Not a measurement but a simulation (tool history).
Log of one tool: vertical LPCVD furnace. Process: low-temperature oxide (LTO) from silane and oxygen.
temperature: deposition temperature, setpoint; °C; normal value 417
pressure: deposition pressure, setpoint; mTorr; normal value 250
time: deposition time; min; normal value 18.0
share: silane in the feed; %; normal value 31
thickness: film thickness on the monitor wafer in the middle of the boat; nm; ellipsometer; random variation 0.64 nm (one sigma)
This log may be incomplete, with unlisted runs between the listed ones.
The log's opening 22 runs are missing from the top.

run   hour  temperature  pressure  time  share  read-back reference wafer on the same gauge, thickness  thickness
 23  315.3          422       310  11.5     36                                                  156.05     172.65
 24  327.7          425       250  14.0     29                                                  155.96     131.62
 25  334.6          417       250  18.0     26                                                  156.06     132.40
 26  347.3          417       250  18.0     31                                                  155.99     170.65
 27  353.9          421       215  14.0     33                                                  155.94     129.16
 28  363.4          421       215  14.0     33                                                  155.83     130.15
 29  371.0          421       215  14.0     33                                                  155.89     129.78
 30  387.1          421       210  21.0     31                                                  156.04     175.72
 31  405.2          420       215  12.5     31                                                  156.13     104.87

Branching from run 31: 4 alternative next runs. What would each branch give?
  A  409.7          417       250  18.0     31                                                       ?          ?
  B  409.7          424       250  18.0     31                                                       ?          ?
  C  409.7          413       190  14.5     31                                                       ?          ?
  D  409.7          423       190  18.0     31                                                       ?          ?

run  read-back reference wafer on the same gauge, thickness  thickness
  A                                                  155.98     170.83
  B                                                  155.98     184.42
  C                                                  155.98     100.02
  D                                                  155.98     138.65
Without the tool's hidden state the same runs would have given:
run  thickness
  A     170.83
  B     184.42
  C     100.02
  D     138.65
